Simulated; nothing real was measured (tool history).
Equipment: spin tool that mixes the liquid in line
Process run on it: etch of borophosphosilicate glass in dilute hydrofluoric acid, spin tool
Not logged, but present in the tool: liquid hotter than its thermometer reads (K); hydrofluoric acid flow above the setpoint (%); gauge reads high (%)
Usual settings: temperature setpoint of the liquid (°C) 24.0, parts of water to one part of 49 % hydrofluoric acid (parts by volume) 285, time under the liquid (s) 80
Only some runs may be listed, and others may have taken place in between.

run    hour  temperature setpoint of the liquid (°C)  parts of water to one part of 49 % hydrofluoric acid (parts by volume)  time under the liquid (s)  wafers since the last listed run  hours since the thermometer was replaced  hours since the hydrofluoric acid flow meter was replaced  hours since the gauge calibration  read-back film thickness of the borophosphosilicate glass reference wafer, read on the same gauge (nm)  thickness taken off the borophosphosilicate glass on a monitor wafer (nm)
  1     0.0                                     24.0                                                                     285                         80                                 0                                    1144.7                                                      153.2                              755.9                                                                                                  120.00                                                                       9.27
  2    56.6                                     24.0                                                                     285                         80                               499                                    1201.3                                                      209.8                              812.5                                                                                                  120.03                                                                       9.32
  3   114.2                                     24.0                                                                     285                         80                               508                                    1258.9                                                      267.4                              870.1                                                                                                  119.97                                                                       9.43
  4   179.0                                     24.0                                                                     285                         80                               571                                    1323.7                                                      332.2                              934.9                                                                                                  120.00                                                                       9.39
  5   212.3                                     24.0                                                                     285                         80                               293                                    1357.0                                                      365.5                              968.2                                                                                                  120.06                                                                       9.29
  6   262.0                                     24.0                                                                     285                         80                               438                                    1406.7                                                      415.2                             1017.9                                                                                                  119.98                                                                       9.22
  7   295.4                                     24.0                                                                     285                         80                               294                                    1440.1                                                      448.6                             1051.3                                                                                                  119.98                                                                       9.32
  8   340.9                                     24.0                                                                     285                         80                               401                                    1485.6                                                      494.1                             1096.8                                                                                                  120.01                                                                       9.39
  9   395.9                                     24.0                                                                     285                         80                               485                                    1540.6                                                      549.1                             1151.8                                                                                                  119.98                                                                       9.49
 10   426.3                                     24.0                                                                     285                         80                               268                                    1571.0                                                      579.5                             1182.2                                                                                                  119.98                                                                       9.48
 11   497.7                                     24.0                                                                     285                         80                               630                                    1642.4                                                      650.9                             1253.6                                                                                                  119.99                                                                       9.50
 12   544.4                                     24.0                                                                     285                         80                               412                                    1689.1                                                      697.6                             1300.3                                                                                                  120.01                                                                       9.48
      555.5  -- hydrofluoric acid flow meter replaced
 13   609.1                                     24.0                                                                     285                         80                               562                                    1753.8                                                       53.6                             1365.0                                                                                                  120.00                                                                       9.05
 14   670.6                                     24.0                                                                     285                         80                               542                                    1815.3                                                      115.1                             1426.5                                                                                                  120.00                                                                       9.21
 15   726.3                                     24.0                                                                     285                         80                               491                                    1871.0                                                      170.8                             1482.2                                                                                                  120.02                                                                       9.08
      737.1  -- gauge calibrated
 16   768.5                                     24.0                                                                     285                         80                               372                                    1913.2                                                      213.0                               31.4                                                                                                  120.02                                                                       9.20
 17   811.8                                     24.0                                                                     285                         80                               382                                    1956.5                                                      256.3                               74.7                                                                                                  120.01                                                                       9.21
 18   862.7                                     27.0                                                                     145                         65                               449                                    2007.4                                                      307.2                              125.6                                                                                                  120.02                                                                      19.26
 19   900.9                                     24.0                                                                     335                        130                               337                                    2045.6                                                      345.4                              163.8                                                                                                  120.02                                                                      12.10
 20   941.5                                     28.5                                                                     165                        100                               358                                    2086.2                                                      386.0                              204.4                                                                                                  119.95                                                                      26.53
 21   994.4                                     27.5                                                                     355                         95                               466                                    2139.1                                                      438.9                              257.3                                                                                                  119.97                                                                       9.28
     1004.3  -- thermometer replaced
 22  1027.9                                     24.0                                                                     355                        110                               286                                      23.6                                                      472.4                              290.8                                                                                                  119.99                                                                       9.61
 23  1066.1                                     27.5                                                                     285                         50                               337                                      61.8                                                      510.6                              329.0                                                                                                  120.01                                                                       6.56
 24  1126.6                                     24.0                                                                     350                         80                               534                                     122.3                                                      571.1                              389.5                                                                                                  120.00                                                                       7.20
 25  1160.5                                     19.5                                                                     175                         50                               299                                     156.2                                                      605.0                              423.4                                                                                                  119.94                                                                       9.03
 26  1204.8                                     24.0                                                                     230                        100                               391                                     200.5                                                      649.3                              467.7                                                                                                  120.02                                                                      15.36
 27  1254.3                                     24.0                                                                     285                         80                               436                                     250.0                                                      698.8                              517.2                                                                                                  120.03                                                                       9.44
     1301.5  -- hydrofluoric acid flow meter replaced
 28  1307.7                                     25.5                                                                     395                        120                               462                                     303.4                                                        6.2                              570.6                                                                                                  120.02                                                                       9.36
 29  1362.8                                     26.0                                                                     210                         80                               486                                     358.5                                                       61.3                              625.7                                                                                                  120.00                                                                      14.39
 30  1395.1                                     25.5                                                                     285                         45                               285                                     390.8                                                       93.6                              658.0                                                                                                  119.99                                                                       5.42
 31  1460.5                                     27.0                                                                     365                         35                               577                                     456.2                                                      159.0                              723.4                                                                                                  120.01                                                                       3.21

Here are 4 independent what-if runs from the current tool condition. What would each one return?
  A  1460.9                                     24.0                                                                     285                         80                                 3                                     456.6                                                      159.4                              723.8                                                                                                       ?                                                                          ?
  B  1460.9                                     21.0                                                                     165                         80                                 3                                     456.6                                                      159.4                              723.8                                                                                                       ?                                                                          ?
  C  1460.9                                     21.5                                                                     335                        110                                 3                                     456.6                                                      159.4                              723.8                                                                                                       ?                                                                          ?
  D  1460.9                                     24.0                                                                     285                         65                                 3                                     456.6                                                      159.4                              723.8                                                                                                       ?                                                                          ?

run  read-back film thickness of the borophosphosilicate glass reference wafer, read on the same gauge (nm)  thickness taken off the borophosphosilicate glass on a monitor wafer (nm)
  A                                                                                                  120.00                                                                       9.29
  B                                                                                                  120.00                                                                      16.20
  C                                                                                                  120.00                                                                       9.50
  D                                                                                                  120.00                                                                       7.55
With no hidden state in the tool, these same runs would have given:
run  thickness taken off the borophosphosilicate glass on a monitor wafer (nm)
  A                                                                       9.18
  B                                                                      16.02
  C                                                                       9.38
  D                                                                       7.46

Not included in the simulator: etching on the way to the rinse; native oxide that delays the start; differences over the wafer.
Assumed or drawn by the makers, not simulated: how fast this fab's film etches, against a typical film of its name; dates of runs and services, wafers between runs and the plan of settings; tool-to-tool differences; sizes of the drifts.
